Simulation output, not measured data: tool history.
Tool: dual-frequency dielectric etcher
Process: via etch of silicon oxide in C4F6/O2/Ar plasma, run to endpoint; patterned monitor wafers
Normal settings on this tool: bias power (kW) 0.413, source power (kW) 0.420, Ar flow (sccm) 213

run	hour	bias power (kW)	source power (kW)	Ar flow (sccm)	wafers since the last listed run	hours since the last wet clean	hours since the last bias power generator calibration	hours since the last source power generator calibration	hours since the last Ar flow controller change	hours since the last upper electrode change	incoming incoming film thickness, nm	endpoint time (s)
1	0.0	0.493	0.420	189	0	117.7	1972.9	1191.8	3755.8	2226.9	161.0	30.5
2	50.7	0.493	0.420	189	603	168.4	2023.6	1242.5	3806.5	2277.6	163.1	30.9
3	92.8	0.413	0.420	213	500	210.5	2065.7	1284.6	3848.6	2319.7	161.3	33.7
# hour 108.5: Ar flow controller replaced
4	123.1	0.413	0.420	213	289	240.8	2096.0	1314.9	14.6	2350.0	164.0	33.9
5	150.1	0.413	0.420	213	321	267.8	2123.0	1341.9	41.6	2377.0	161.0	33.2
6	184.3	0.413	0.420	213	406	302.0	2157.2	1376.1	75.8	2411.2	162.5	33.3
7	259.2	0.413	0.420	213	891	376.9	2232.1	1451.0	150.7	2486.1	161.8	33.2
8	292.6	0.413	0.420	213	397	410.3	2265.5	1484.4	184.1	2519.5	163.0	33.3
9	331.4	0.413	0.420	213	461	449.1	2304.3	1523.2	222.9	2558.3	161.7	33.0
# hour 343.9: source power generator calibrated
# hour 410.9: wet clean of the chamber
10	411.4	0.413	0.420	213	618	0.5	2384.3	67.5	302.9	2638.3	160.8	33.8
11	424.7	0.447	0.420	213	158	13.8	2397.6	80.8	316.2	2651.6	159.9	32.7
12	458.7	0.413	0.420	162	404	47.8	2431.6	114.8	350.2	2685.6	162.7	33.4
13	485.9	0.413	0.420	162	323	75.0	2458.8	142.0	377.4	2712.8	161.9	33.0
14	539.7	0.365	0.420	213	640	128.8	2512.6	195.8	431.2	2766.6	161.2	35.4
15	583.1	0.487	0.420	234	516	172.2	2556.0	239.2	474.6	2810.0	163.8	31.9
16	617.5	0.356	0.420	213	409	206.6	2590.4	273.6	509.0	2844.4	159.9	35.5
# hour 665.2: upper electrode replaced, of another model than before
17	668.4	0.413	0.420	213	320	257.5	2641.3	324.5	559.9	3.2	161.9	33.4
# hour 682.0: bias power generator calibrated
18	709.2	0.500	0.510	198	437	298.3	27.2	365.3	600.7	44.0	162.2	27.5
19	749.9	0.413	0.420	213	484	339.0	67.9	406.0	641.4	84.7	161.3	33.0
20	812.9	0.413	0.500	213	749	402.0	130.9	469.0	704.4	147.7	161.4	30.5
21	869.8	0.493	0.420	213	676	458.9	187.8	525.9	761.3	204.6	162.0	29.8
22	921.8	0.463	0.330	213	618	510.9	239.8	577.9	813.3	256.6	161.5	33.6
23	946.3	0.413	0.420	246	291	535.4	264.3	602.4	837.8	281.1	162.5	33.2
24	979.3	0.413	0.420	213	392	568.4	297.3	635.4	870.8	314.1	161.8	32.4
25	1012.3	0.413	0.420	250	392	601.4	330.3	668.4	903.8	347.1	161.9	32.9
26	1042.6	0.377	0.340	188	360	631.7	360.6	698.7	934.1	377.4	161.4	36.7
# hour 1077.8: wet clean of the chamber
27	1081.4	0.447	0.420	213	176	3.6	399.4	737.5	972.9	416.2	163.9	32.7
28	1143.6	0.447	0.420	213	739	65.8	461.6	799.7	1035.1	478.4	161.7	31.8

Take each entry between the runs: how does the hidden state at the last listed run before it differ from the hidden state at the first listed run after it?
From run 3 to run 4: Ar flow controller replaced (hour 108.5)
  etch rate over this chamber's usual, %: 1.53 -> 1.8
  measured less the result without the state, endpoint time (s): -0.5 -> -0.6
From run 9 to run 10: source power generator calibrated (hour 343.9); wet clean of the chamber (hour 410.9)
  etch rate over this chamber's usual, %: 3.65 -> -0.166
  measured less the result without the state, endpoint time (s): -1.2 -> +0.1
From run 16 to run 17: upper electrode replaced, of another model than before (hour 665.2)
  etch rate over this chamber's usual, %: 1.66 -> 2.11
  measured less the result without the state, endpoint time (s): -0.6 -> -0.7
From run 17 to run 18: bias power generator calibrated (hour 682.0)
  etch rate over this chamber's usual, %: 2.11 -> 2.47
  measured less the result without the state, endpoint time (s): -0.7 -> -0.7
From run 26 to run 27: wet clean of the chamber (hour 1077.8)
  etch rate over this chamber's usual, %: 5.43 -> 0.794
  measured less the result without the state, endpoint time (s): -2.0 -> -0.3
